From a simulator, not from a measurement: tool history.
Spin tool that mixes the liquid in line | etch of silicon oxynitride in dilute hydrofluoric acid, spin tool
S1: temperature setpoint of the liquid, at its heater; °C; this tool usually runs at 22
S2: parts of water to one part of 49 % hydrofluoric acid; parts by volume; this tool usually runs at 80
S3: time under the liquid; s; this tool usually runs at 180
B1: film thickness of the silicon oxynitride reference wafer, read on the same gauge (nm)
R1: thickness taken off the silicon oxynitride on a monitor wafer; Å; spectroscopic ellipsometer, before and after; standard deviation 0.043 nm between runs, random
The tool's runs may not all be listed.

run   hour    S1   S2   S3      B1    R1
  1      0    19   90  180  130.01  67.5
  2   28.2    19   90  180  129.99  67.7
  3     50    19   90  180     130  68.5
  4   68.3    22   80  180  129.99  89.6
  5   90.2    22   80  180     130  89.1
  6    109    22   80  180  129.98  90.1
  7  140.6    22   80  180  130.01  89.4
  8  172.6  19.5   80  180     130  79.2
  9  206.6  19.5   80  180     130  78.7
 10  226.5  19.5   80  180     130  80.8
 11  255.2    22   70  155  130.02  89.3
 12  269.6    22   70  155  130.01  89.6
     285.7  -- hydrofluoric acid flow meter replaced
 13    315  20.5   50  110  129.98  84.3
       343  -- thermometer replaced
 14  344.4    22   80  180  129.98  82.6
     351.9  -- gauge calibrated
 15  357.7    22   80  145  130.02  66.8
 16    386  26.5  100   80     130  35.9
 17  413.4    22   80  180  130.02  82.6
 18  444.8    25  115  145     130    52
 19  470.6    22  110  180  129.99  59.3
 20  500.6    22   80  115  130.01  53.5
 21    514    22  115  180  130.03  56.4
 22  528.3    22   80  180  129.98  83.3

Estimate the outcome of run 23 from the log above:
 23  558.6  22  70  180   ?   ?

{"run 23": {"B1": 130, "R1": 96.7}}
Had the tool carried no hidden state, the very same run would have given R1 94.2 Å.
